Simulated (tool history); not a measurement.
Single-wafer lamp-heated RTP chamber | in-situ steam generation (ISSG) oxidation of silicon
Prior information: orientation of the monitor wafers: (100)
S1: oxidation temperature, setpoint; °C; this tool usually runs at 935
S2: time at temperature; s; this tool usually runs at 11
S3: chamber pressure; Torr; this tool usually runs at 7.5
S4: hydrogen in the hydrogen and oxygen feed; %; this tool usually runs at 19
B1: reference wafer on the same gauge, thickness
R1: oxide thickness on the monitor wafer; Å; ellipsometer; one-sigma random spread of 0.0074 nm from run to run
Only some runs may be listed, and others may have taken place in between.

run,day,S1,S2,S3,S4,B1,R1
1,0.000,935,9,7.5,19,3.441,32.09
2,1.371,935,9,7.5,19,3.440,32.16
3,4.233,935,9,7.5,19,3.439,32.35
4,5.288,935,11,8.0,19,3.436,34.64
5,7.392,935,11,8.0,19,3.440,34.78
6,9.433,935,11,8.0,19,3.438,34.93
7,10.588,935,11,7.5,19,3.442,34.88
8,11.983,935,11,8.3,23,3.440,36.52
9,14.788,935,11,8.3,23,3.442,36.59
10,16.796,935,11,8.3,23,3.437,36.47
11,18.825,935,11,7.5,19,3.440,35.00
# day 21.046: pyrometer window cleaned and pyrometer calibrated
12,21.067,935,11,7.5,19,3.438,34.42
# day 23.071: pressure gauge zeroed
13,23.154,935,11,7.5,19,3.436,34.43
14,24.692,935,11,7.5,19,3.439,34.61
15,26.538,924,11,7.5,19,3.442,33.85
16,29.354,946,11,8.0,19,3.440,35.72
# day 30.696: hydrogen flow controller replaced
17,30.733,928,11,9.0,19,3.438,34.09
18,31.862,935,7,7.5,19,3.442,29.79
19,33.858,935,11,7.5,19,3.439,34.96

For run 20, what comes out?
# day 33.871: gauge calibrated
20,35.775,935,11,7.5,19,?,?

Run 20 measured B1 3.440, R1 34.89 Å.
On a tool with no hidden condition, and with the same random variation, this run would have come out at R1 34.15 Å.
